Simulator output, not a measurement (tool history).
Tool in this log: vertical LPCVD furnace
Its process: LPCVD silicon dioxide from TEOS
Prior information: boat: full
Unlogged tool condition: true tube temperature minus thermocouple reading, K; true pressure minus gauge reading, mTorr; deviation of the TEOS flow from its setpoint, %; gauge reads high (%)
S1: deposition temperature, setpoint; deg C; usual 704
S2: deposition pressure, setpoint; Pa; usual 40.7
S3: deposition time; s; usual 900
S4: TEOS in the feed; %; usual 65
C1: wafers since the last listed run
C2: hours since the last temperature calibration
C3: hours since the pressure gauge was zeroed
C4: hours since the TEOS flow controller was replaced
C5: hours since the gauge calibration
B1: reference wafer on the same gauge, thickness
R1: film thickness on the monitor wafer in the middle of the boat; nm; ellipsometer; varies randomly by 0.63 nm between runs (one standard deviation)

run 1 hour=0.0 | S1=704 S2=40.7 S3=900 S4=65 | C1=0 C2=89.6 C3=2766.4 C4=2899.7 C5=1923.5 | B1=93.28 | R1=113.57
run 2 hour=104.0 | S1=704 S2=38.7 S3=900 S4=70 | C1=1935 C2=193.6 C3=2870.4 C4=3003.7 C5=2027.5 | B1=93.10 | R1=114.19
-- hour=178.5 TEOS flow controller replaced
run 3 hour=186.3 | S1=704 S2=40.7 S3=900 S4=65 | C1=1084 C2=275.9 C3=2952.7 C4=7.8 C5=2109.8 | B1=93.32 | R1=113.11
run 4 hour=233.4 | S1=711 S2=40.7 S3=900 S4=65 | C1=876 C2=323.0 C3=2999.8 C4=54.9 C5=2156.9 | B1=93.12 | R1=133.56
run 5 hour=296.9 | S1=701 S2=40.7 S3=900 S4=65 | C1=1181 C2=386.5 C3=3063.3 C4=118.4 C5=2220.4 | B1=92.95 | R1=105.06
-- hour=364.3 pressure gauge zeroed
run 6 hour=364.8 | S1=701 S2=40.7 S3=900 S4=65 | C1=816 C2=454.4 C3=0.5 C4=186.3 C5=2288.3 | B1=93.00 | R1=104.67
run 7 hour=392.3 | S1=701 S2=40.7 S3=900 S4=65 | C1=511 C2=481.9 C3=28.0 C4=213.8 C5=2315.8 | B1=92.69 | R1=104.80
run 8 hour=431.2 | S1=704 S2=40.7 S3=780 S4=65 | C1=723 C2=520.8 C3=66.9 C4=252.7 C5=2354.7 | B1=92.70 | R1=97.03
run 9 hour=495.3 | S1=704 S2=32.7 S3=570 S4=65 | C1=1192 C2=584.9 C3=131.0 C4=316.8 C5=2418.8 | B1=92.60 | R1=63.82
run 10 hour=538.0 | S1=704 S2=50.0 S3=900 S4=65 | C1=794 C2=627.6 C3=173.7 C4=359.5 C5=2461.5 | B1=92.55 | R1=124.77
run 11 hour=618.5 | S1=704 S2=40.7 S3=750 S4=65 | C1=1497 C2=708.1 C3=254.2 C4=440.0 C5=2542.0 | B1=92.23 | R1=93.65
run 12 hour=722.4 | S1=692 S2=48.0 S3=1080 S4=65 | C1=1933 C2=812.0 C3=358.1 C4=543.9 C5=2645.9 | B1=91.98 | R1=108.80
run 13 hour=830.1 | S1=707 S2=40.7 S3=900 S4=65 | C1=2003 C2=919.7 C3=465.8 C4=651.6 C5=2753.6 | B1=91.70 | R1=118.51
-- hour=900.5 gauge calibrated
run 14 hour=1019.2 | S1=696 S2=40.7 S3=900 S4=76 | C1=3518 C2=1108.8 C3=654.9 C4=840.7 C5=118.7 | B1=94.85 | R1=102.33
run 15 hour=1068.8 | S1=704 S2=32.7 S3=900 S4=65 | C1=922 C2=1158.4 C3=704.5 C4=890.3 C5=168.3 | B1=94.75 | R1=103.64
run 16 hour=1132.7 | S1=701 S2=40.7 S3=900 S4=65 | C1=1188 C2=1222.3 C3=768.4 C4=954.2 C5=232.2 | B1=94.82 | R1=106.60
run 17 hour=1193.1 | S1=692 S2=49.3 S3=720 S4=75 | C1=1123 C2=1282.7 C3=828.8 C4=1014.6 C5=292.6 | B1=94.81 | R1=82.85
run 18 hour=1268.3 | S1=692 S2=46.0 S3=1080 S4=65 | C1=1399 C2=1357.9 C3=904.0 C4=1089.8 C5=367.8 | B1=94.59 | R1=110.07
run 19 hour=1365.2 | S1=697 S2=40.7 S3=900 S4=65 | C1=1802 C2=1454.8 C3=1000.9 C4=1186.7 C5=464.7 | B1=94.78 | R1=97.32
run 20 hour=1430.4 | S1=704 S2=40.7 S3=900 S4=65 | C1=1213 C2=1520.0 C3=1066.1 C4=1251.9 C5=529.9 | B1=94.47 | R1=114.50
run 21 hour=1472.0 | S1=704 S2=38.0 S3=1170 S4=65 | C1=774 C2=1561.6 C3=1107.7 C4=1293.5 C5=571.5 | B1=94.70 | R1=143.97
run 22 hour=1508.1 | S1=704 S2=47.3 S3=1140 S4=65 | C1=671 C2=1597.7 C3=1143.8 C4=1329.6 C5=607.6 | B1=94.77 | R1=156.41
run 23 hour=1605.7 | S1=714 S2=34.7 S3=570 S4=65 | C1=1815 C2=1695.3 C3=1241.4 C4=1427.2 C5=705.2 | B1=94.54 | R1=83.97
run 24 hour=1696.0 | S1=704 S2=40.7 S3=900 S4=54 | C1=1680 C2=1785.6 C3=1331.7 C4=1517.5 C5=795.5 | B1=94.67 | R1=104.36
run 25 hour=1779.0 | S1=704 S2=40.7 S3=900 S4=65 | C1=1544 C2=1868.6 C3=1414.7 C4=1600.5 C5=878.5 | B1=94.33 | R1=114.27
run 26 hour=1829.3 | S1=698 S2=40.7 S3=1050 S4=77 | C1=935 C2=1918.9 C3=1465.0 C4=1650.8 C5=928.8 | B1=94.42 | R1=126.22
run 27 hour=1917.3 | S1=701 S2=40.7 S3=900 S4=65 | C1=1637 C2=2006.9 C3=1553.0 C4=1738.8 C5=1016.8 | B1=94.41 | R1=106.47
run 28 hour=1993.0 | S1=711 S2=50.7 S3=780 S4=65 | C1=1408 C2=2082.6 C3=1628.7 C4=1814.5 C5=1092.5 | B1=94.22 | R1=130.32
run 29 hour=2090.9 | S1=712 S2=40.7 S3=600 S4=56 | C1=1821 C2=2180.5 C3=1726.6 C4=1912.4 C5=1190.4 | B1=94.30 | R1=85.33
run 30 hour=2132.2 | S1=710 S2=33.3 S3=1020 S4=55 | C1=768 C2=2221.8 C3=1767.9 C4=1953.7 C5=1231.7 | B1=94.05 | R1=123.95

5 options for the next run, each taken on its own from the tool as it stands now. Forecast them:
run A hour=2135.5 | S1=704 S2=45.3 S3=900 S4=65 | C1=61 C2=2225.1 C3=1771.2 C4=1957.0 C5=1235.0 | B1=? | R1=?
run B hour=2135.5 | S1=709 S2=48.7 S3=900 S4=65 | C1=61 C2=2225.1 C3=1771.2 C4=1957.0 C5=1235.0 | B1=? | R1=?
run C hour=2135.5 | S1=704 S2=32.0 S3=990 S4=59 | C1=61 C2=2225.1 C3=1771.2 C4=1957.0 C5=1235.0 | B1=? | R1=?
run D hour=2135.5 | S1=710 S2=44.0 S3=900 S4=65 | C1=61 C2=2225.1 C3=1771.2 C4=1957.0 C5=1235.0 | B1=? | R1=?
run E hour=2135.5 | S1=711 S2=34.7 S3=900 S4=54 | C1=61 C2=2225.1 C3=1771.2 C4=1957.0 C5=1235.0 | B1=? | R1=?

run=A B1=94.30 R1=120.43
run=B B1=94.30 R1=139.95
run=C B1=94.30 R1=106.04
run=D B1=94.30 R1=136.15
run=E B1=94.30 R1=112.68
With the hidden condition removed and each run's random variation left untouched, the same runs would have given:
run=A R1=121.47
run=B R1=141.16
run=C R1=106.95
run=D R1=137.32
run=E R1=113.65
